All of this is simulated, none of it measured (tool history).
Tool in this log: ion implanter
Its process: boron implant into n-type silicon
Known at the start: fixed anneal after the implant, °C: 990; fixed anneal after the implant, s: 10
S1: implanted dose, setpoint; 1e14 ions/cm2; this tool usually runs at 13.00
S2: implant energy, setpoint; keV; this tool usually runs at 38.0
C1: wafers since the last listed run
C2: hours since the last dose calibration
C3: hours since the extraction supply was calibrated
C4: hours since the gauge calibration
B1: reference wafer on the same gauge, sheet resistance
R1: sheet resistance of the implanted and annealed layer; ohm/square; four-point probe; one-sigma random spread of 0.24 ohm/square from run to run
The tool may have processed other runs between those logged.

run,day,S1,S2,C1,C2,C3,C4,B1,R1
1,0.000,13.00,38.0,0,1384.5,4737.9,215.8,115.99,107.61
2,2.983,13.00,38.0,1051,1456.1,4809.5,287.4,115.90,107.61
3,9.821,12.14,28.0,2410,1620.2,4973.6,451.5,116.00,115.16
4,11.058,12.14,28.0,436,1649.9,5003.3,481.2,116.00,114.77
5,13.942,13.00,38.0,1016,1719.1,5072.5,550.4,115.97,108.34
# day 15.288: gauge calibrated
6,16.675,13.99,34.0,963,1784.7,5138.1,33.3,115.94,103.17
7,18.704,13.99,34.0,715,1833.4,5186.8,82.0,116.03,103.02
# day 20.667: extraction supply calibrated
8,21.271,15.32,48.0,787,1895.0,14.5,143.6,115.88,96.13
# day 23.521: Faraday cup replaced and dose calibrated
9,23.542,12.14,28.0,682,0.5,69.0,198.1,115.96,110.61
10,25.829,9.46,41.5,806,55.4,123.9,253.0,115.99,132.55
11,27.133,14.05,38.0,459,86.7,155.2,284.3,116.02,98.65
12,28.217,9.23,45.0,381,112.7,181.2,310.3,115.97,135.40
13,30.017,15.06,42.0,634,155.9,224.4,353.5,115.96,93.75
14,31.083,13.99,34.0,375,181.5,250.0,379.1,115.95,100.02

Branching from run 14: 4 alternative next runs. What would each branch give?
A,31.100,13.00,38.0,5,181.9,250.4,379.5,?,?
B,31.100,11.95,41.5,5,181.9,250.4,379.5,?,?
C,31.100,11.21,48.0,5,181.9,250.4,379.5,?,?
D,31.100,16.23,50.0,5,181.9,250.4,379.5,?,?

run,B1,R1
A,116.00,104.96
B,116.00,111.53
C,116.00,117.10
D,116.00,89.22
Without the tool's hidden state the same runs would have given:
run,R1
A,105.09
B,111.68
C,117.25
D,89.32

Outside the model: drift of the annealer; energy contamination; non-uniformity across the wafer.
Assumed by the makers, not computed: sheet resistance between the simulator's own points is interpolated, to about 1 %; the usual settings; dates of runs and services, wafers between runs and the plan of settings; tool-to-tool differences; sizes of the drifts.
